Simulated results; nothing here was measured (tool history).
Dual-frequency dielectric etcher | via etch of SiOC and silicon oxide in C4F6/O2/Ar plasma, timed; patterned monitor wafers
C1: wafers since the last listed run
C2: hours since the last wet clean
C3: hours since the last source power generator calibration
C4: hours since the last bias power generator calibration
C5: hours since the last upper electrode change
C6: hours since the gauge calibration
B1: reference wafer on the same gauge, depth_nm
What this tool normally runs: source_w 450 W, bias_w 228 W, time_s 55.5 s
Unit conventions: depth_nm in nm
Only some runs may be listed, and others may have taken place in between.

run 1 day=0 | source_w=450 bias_w=228 time_s=49 | C1=0 C2=143.5 C3=2148.7 C4=1249.8 C5=2917.7 C6=253 | B1=59.5 | depth_nm=60.7
run 2 day=1.271 | source_w=450 bias_w=228 time_s=49 | C1=556 C2=174 C3=2179.2 C4=1280.3 C5=2948.2 C6=283.5 | B1=59.5 | depth_nm=60.5
run 3 day=6.058 | source_w=450 bias_w=228 time_s=49 | C1=2097 C2=288.9 C3=2294.1 C4=1395.2 C5=3063.1 C6=398.4 | B1=59.5 | depth_nm=61.1
run 4 day=9.888 | source_w=450 bias_w=228 time_s=55.5 | C1=1677 C2=380.8 C3=2386 C4=1487.1 C5=3155 C6=490.3 | B1=59.5 | depth_nm=69.8
run 5 day=11.488 | source_w=450 bias_w=228 time_s=55.5 | C1=700 C2=419.2 C3=2424.4 C4=1525.5 C5=3193.4 C6=528.7 | B1=59.5 | depth_nm=69.8
run 6 day=12.992 | source_w=450 bias_w=228 time_s=55.5 | C1=658 C2=455.3 C3=2460.5 C4=1561.6 C5=3229.5 C6=564.8 | B1=59.4 | depth_nm=70.2
run 7 day=15.867 | source_w=450 bias_w=228 time_s=55.5 | C1=1259 C2=524.3 C3=2529.5 C4=1630.6 C5=3298.5 C6=633.8 | B1=59.5 | depth_nm=70.3
-- day=17.792 bias power generator calibrated
run 8 day=17.875 | source_w=450 bias_w=228 time_s=67 | C1=806 C2=572.5 C3=2577.7 C4=2 C5=3346.7 C6=682 | B1=59.6 | depth_nm=85.6
-- day=21.342 wet clean of the chamber
run 9 day=22.796 | source_w=450 bias_w=228 time_s=67 | C1=1717 C2=34.9 C3=2695.8 C4=120.1 C5=3464.8 C6=800.1 | B1=59.5 | depth_nm=82.6
run 10 day=24.267 | source_w=450 bias_w=228 time_s=67 | C1=644 C2=70.2 C3=2731.1 C4=155.4 C5=3500.1 C6=835.4 | B1=59.6 | depth_nm=82.5
run 11 day=26.238 | source_w=450 bias_w=228 time_s=55.5 | C1=863 C2=117.5 C3=2778.4 C4=202.7 C5=3547.4 C6=882.7 | B1=59.5 | depth_nm=68.4
-- day=27.417 gauge calibrated
run 12 day=27.988 | source_w=450 bias_w=228 time_s=55.5 | C1=766 C2=159.5 C3=2820.4 C4=244.7 C5=3589.4 C6=13.7 | B1=59.5 | depth_nm=68.8
run 13 day=29.812 | source_w=450 bias_w=228 time_s=69 | C1=799 C2=203.3 C3=2864.2 C4=288.5 C5=3633.2 C6=57.5 | B1=59.5 | depth_nm=85.9
run 14 day=31.004 | source_w=450 bias_w=228 time_s=68 | C1=522 C2=231.9 C3=2892.8 C4=317.1 C5=3661.8 C6=86.1 | B1=59.5 | depth_nm=84.5
run 15 day=33.025 | source_w=410 bias_w=182 time_s=55.5 | C1=885 C2=280.4 C3=2941.3 C4=365.6 C5=3710.3 C6=134.6 | B1=59.5 | depth_nm=63.6
-- day=34.704 upper electrode replaced
run 16 day=35.225 | source_w=450 bias_w=228 time_s=55.5 | C1=525 C2=333.2 C3=2994.1 C4=418.4 C5=12.5 C6=187.4 | B1=59.5 | depth_nm=69.6
run 17 day=36.342 | source_w=500 bias_w=268 time_s=60.5 | C1=489 C2=360 C3=3020.9 C4=445.2 C5=39.3 C6=214.2 | B1=59.5 | depth_nm=81.8
run 18 day=38.308 | source_w=450 bias_w=228 time_s=49 | C1=861 C2=407.2 C3=3068.1 C4=492.4 C5=86.5 C6=261.4 | B1=59.5 | depth_nm=61.7
run 19 day=41.246 | source_w=450 bias_w=228 time_s=55.5 | C1=1286 C2=477.7 C3=3138.6 C4=562.9 C5=157 C6=331.9 | B1=59.4 | depth_nm=70

What does the tool deliver on the next run?
-- day=42.296 source power generator calibrated
run 20 day=43.958 | source_w=450 bias_w=249 time_s=60 | C1=1115 C2=542.8 C3=39.9 C4=628 C5=222.1 C6=397 | B1=? | depth_nm=?

{"run 20": {"B1": 59.5, "depth_nm": 77.9}}
Had the tool carried no hidden state, the very same run would have given depth_nm 75.8 nm.
